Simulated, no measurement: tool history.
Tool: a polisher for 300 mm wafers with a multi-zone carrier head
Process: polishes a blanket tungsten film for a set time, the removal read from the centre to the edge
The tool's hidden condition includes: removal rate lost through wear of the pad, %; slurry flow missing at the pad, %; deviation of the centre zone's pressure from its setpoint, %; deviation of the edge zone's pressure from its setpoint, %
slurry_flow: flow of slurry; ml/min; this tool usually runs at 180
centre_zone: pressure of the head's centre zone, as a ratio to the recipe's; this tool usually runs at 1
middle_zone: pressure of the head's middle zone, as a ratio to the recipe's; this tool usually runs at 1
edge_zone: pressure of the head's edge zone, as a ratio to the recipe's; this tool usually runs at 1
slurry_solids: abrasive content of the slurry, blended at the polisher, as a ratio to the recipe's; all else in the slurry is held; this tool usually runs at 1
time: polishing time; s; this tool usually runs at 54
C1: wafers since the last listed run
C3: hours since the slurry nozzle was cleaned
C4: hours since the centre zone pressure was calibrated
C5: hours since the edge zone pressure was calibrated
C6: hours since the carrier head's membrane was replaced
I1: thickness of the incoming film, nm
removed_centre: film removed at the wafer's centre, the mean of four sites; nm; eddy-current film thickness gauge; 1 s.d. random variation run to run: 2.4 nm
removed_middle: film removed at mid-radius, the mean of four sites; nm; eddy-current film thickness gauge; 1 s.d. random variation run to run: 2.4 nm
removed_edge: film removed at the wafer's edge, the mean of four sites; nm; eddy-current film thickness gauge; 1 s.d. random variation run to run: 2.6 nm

run 1 hour=0 | slurry_flow=180 centre_zone=1 middle_zone=1 edge_zone=1 slurry_solids=1 time=62 | C1=0 wafers_polished_on_this_pad=3 C3=135.7 C4=757.7 C5=506.4 C6=41.7 | I1=975.5 | removed_centre=232.6 removed_middle=233.1 removed_edge=237.6
run 2 hour=4.7 | slurry_flow=180 centre_zone=1 middle_zone=1.09 edge_zone=1 slurry_solids=1 time=54 | C1=26 wafers_polished_on_this_pad=29 C3=140.4 C4=762.4 C5=511.1 C6=46.4 | I1=993 | removed_centre=197.5 removed_middle=213.1 removed_edge=213.4
run 3 hour=14.5 | slurry_flow=180 centre_zone=0.97 middle_zone=1 edge_zone=1 slurry_solids=1 time=54 | C1=55 wafers_polished_on_this_pad=85 C3=150.2 C4=772.2 C5=520.9 C6=56.2 | I1=994.8 | removed_centre=193.9 removed_middle=201.9 removed_edge=209
run 4 hour=28.1 | slurry_flow=180 centre_zone=1 middle_zone=1 edge_zone=1.06 slurry_solids=1 time=61 | C1=77 wafers_polished_on_this_pad=163 C3=163.8 C4=785.8 C5=534.5 C6=69.8 | I1=991.1 | removed_centre=221 removed_middle=231.5 removed_edge=239.9
run 5 hour=42.7 | slurry_flow=180 centre_zone=1 middle_zone=1 edge_zone=1 slurry_solids=1.2 time=54 | C1=83 wafers_polished_on_this_pad=246 C3=178.4 C4=800.4 C5=549.1 C6=84.4 | I1=975.1 | removed_centre=209.8 removed_middle=215.1 removed_edge=222.6
-- hour=45.6 edge zone pressure recalibrated
run 6 hour=55.7 | slurry_flow=180 centre_zone=1 middle_zone=1 edge_zone=0.95 slurry_solids=1 time=54 | C1=62 wafers_polished_on_this_pad=309 C3=191.4 C4=813.4 C5=10.1 C6=97.4 | I1=994.4 | removed_centre=197.4 removed_middle=203.4 removed_edge=209.6
run 7 hour=71.3 | slurry_flow=245 centre_zone=1 middle_zone=1.1 edge_zone=0.89 slurry_solids=0.7 time=54 | C1=89 wafers_polished_on_this_pad=398 C3=207 C4=829 C5=25.7 C6=113 | I1=980.1 | removed_centre=187.2 removed_middle=208.3 removed_edge=185
run 8 hour=82.2 | slurry_flow=180 centre_zone=1 middle_zone=0.97 edge_zone=1 slurry_solids=1.15 time=54 | C1=62 wafers_polished_on_this_pad=460 C3=217.9 C4=839.9 C5=36.6 C6=123.9 | I1=983.9 | removed_centre=202.6 removed_middle=203 removed_edge=220.8
run 9 hour=92 | slurry_flow=180 centre_zone=1 middle_zone=1 edge_zone=1 slurry_solids=1 time=54 | C1=55 wafers_polished_on_this_pad=516 C3=227.7 C4=849.7 C5=46.4 C6=133.7 | I1=998.4 | removed_centre=200.5 removed_middle=199 removed_edge=207.7
run 10 hour=99.8 | slurry_flow=225 centre_zone=1 middle_zone=1 edge_zone=1 slurry_solids=1 time=39 | C1=44 wafers_polished_on_this_pad=561 C3=235.5 C4=857.5 C5=54.2 C6=141.5 | I1=989 | removed_centre=147.7 removed_middle=149.3 removed_edge=156.4
run 11 hour=115.6 | slurry_flow=180 centre_zone=0.97 middle_zone=1 edge_zone=1 slurry_solids=1 time=54 | C1=90 wafers_polished_on_this_pad=651 C3=251.3 C4=873.3 C5=70 C6=157.3 | I1=1000.5 | removed_centre=189.6 removed_middle=204.4 removed_edge=208.1
-- hour=120.4 worn pad replaced by a new one
run 12 hour=131.9 | slurry_flow=180 centre_zone=0.9 middle_zone=1 edge_zone=0.93 slurry_solids=1 time=54 | C1=70 wafers_polished_on_this_pad=65 C3=267.6 C4=889.6 C5=86.3 C6=173.6 | I1=990.7 | removed_centre=180.9 removed_middle=202.5 removed_edge=203.4
run 13 hour=148.2 | slurry_flow=180 centre_zone=1 middle_zone=0.94 edge_zone=1 slurry_solids=1 time=54 | C1=93 wafers_polished_on_this_pad=158 C3=283.9 C4=905.9 C5=102.6 C6=189.9 | I1=994.6 | removed_centre=192.1 removed_middle=191.6 removed_edge=207.9
-- hour=153.6 centre zone pressure recalibrated
run 14 hour=156.6 | slurry_flow=180 centre_zone=1 middle_zone=1 edge_zone=1 slurry_solids=1 time=67 | C1=36 wafers_polished_on_this_pad=195 C3=292.3 C4=3 C5=111 C6=198.3 | I1=984.9 | removed_centre=242.8 removed_middle=254 removed_edge=260.6
run 15 hour=189.8 | slurry_flow=180 centre_zone=1 middle_zone=0.92 edge_zone=1 slurry_solids=1 time=65 | C1=189 wafers_polished_on_this_pad=384 C3=325.5 C4=36.2 C5=144.2 C6=231.5 | I1=1004 | removed_centre=236.4 removed_middle=228.2 removed_edge=248.4
run 16 hour=207.1 | slurry_flow=180 centre_zone=1 middle_zone=1 edge_zone=1 slurry_solids=1 time=54 | C1=98 wafers_polished_on_this_pad=483 C3=342.8 C4=53.5 C5=161.5 C6=248.8 | I1=998.2 | removed_centre=196.2 removed_middle=198.8 removed_edge=202.6
run 17 hour=214.2 | slurry_flow=180 centre_zone=0.97 middle_zone=1 edge_zone=1 slurry_solids=1 time=54 | C1=40 wafers_polished_on_this_pad=523 C3=349.9 C4=60.6 C5=168.6 C6=255.9 | I1=979.3 | removed_centre=192.1 removed_middle=202.7 removed_edge=210.8
run 18 hour=223.6 | slurry_flow=180 centre_zone=1 middle_zone=0.89 edge_zone=1 slurry_solids=1.25 time=54 | C1=53 wafers_polished_on_this_pad=577 C3=359.3 C4=70 C5=178 C6=265.3 | I1=972.9 | removed_centre=210.6 removed_middle=196.7 removed_edge=223.4
run 19 hour=232.8 | slurry_flow=180 centre_zone=1 middle_zone=1 edge_zone=1 slurry_solids=1 time=54 | C1=52 wafers_polished_on_this_pad=630 C3=368.5 C4=79.2 C5=187.2 C6=274.5 | I1=1000.5 | removed_centre=192.3 removed_middle=200 removed_edge=210.9
run 20 hour=244.9 | slurry_flow=180 centre_zone=0.91 middle_zone=1 edge_zone=1 slurry_solids=0.75 time=68 | C1=69 wafers_polished_on_this_pad=699 C3=380.6 C4=91.3 C5=199.3 C6=286.6 | I1=980.7 | removed_centre=212.6 removed_middle=227.9 removed_edge=240.5
run 21 hour=252.1 | slurry_flow=140 centre_zone=0.95 middle_zone=1 edge_zone=1 slurry_solids=1 time=54 | C1=41 wafers_polished_on_this_pad=740 C3=387.8 C4=98.5 C5=206.5 C6=293.8 | I1=995.1 | removed_centre=180.7 removed_middle=189.5 removed_edge=198.3
run 22 hour=266.8 | slurry_flow=180 centre_zone=0.9 middle_zone=1.07 edge_zone=1.03 slurry_solids=1 time=68 | C1=83 wafers_polished_on_this_pad=823 C3=402.5 C4=113.2 C5=221.2 C6=308.5 | I1=983.3 | removed_centre=229.6 removed_middle=266.5 removed_edge=264.3
-- hour=271.1 worn pad replaced by a new one
run 23 hour=282.5 | slurry_flow=180 centre_zone=1 middle_zone=1 edge_zone=1 slurry_solids=1 time=63 | C1=66 wafers_polished_on_this_pad=65 C3=418.2 C4=128.9 C5=236.9 C6=324.2 | I1=968.9 | removed_centre=225 removed_middle=232.2 removed_edge=244.2

Take each entry between the runs: how does the hidden state at the last listed run before it differ from the hidden state at the first listed run after it?
Runs 5 to 6: edge zone pressure recalibrated (hour 45.6)
  slurry flow missing at the pad, %: 22.2 -> 22.9
  what was measured, less what the result would be without the hidden state, removed_centre: -10.1 -> -9.8 nm; removed_middle: -9.2 -> -9 nm; removed_edge: -6.9 -> -6.7 nm
Runs 11 to 12: worn pad replaced by a new one (hour 120.4)
  slurry flow missing at the pad, %: 25.1 -> 25.5
  what was measured, less what the result would be without the hidden state, removed_centre: -10.7 -> -10.5 nm; removed_middle: -10.3 -> -10.4 nm; removed_edge: -7.4 -> -7.5 nm
Runs 13 to 14: centre zone pressure recalibrated (hour 153.6)
  slurry flow missing at the pad, %: 25.9 -> 26.1
  what was measured, less what the result would be without the hidden state, removed_centre: -11.4 -> -14.4 nm; removed_middle: -10 -> -13.5 nm; removed_edge: -7.8 -> -9.8 nm
Runs 22 to 23: worn pad replaced by a new one (hour 271.1)
  slurry flow missing at the pad, %: 27.6 -> 27.8
  what was measured, less what the result would be without the hidden state, removed_centre: -14.8 -> -14.6 nm; removed_middle: -15.2 -> -13.3 nm; removed_edge: -10.8 -> -10 nm

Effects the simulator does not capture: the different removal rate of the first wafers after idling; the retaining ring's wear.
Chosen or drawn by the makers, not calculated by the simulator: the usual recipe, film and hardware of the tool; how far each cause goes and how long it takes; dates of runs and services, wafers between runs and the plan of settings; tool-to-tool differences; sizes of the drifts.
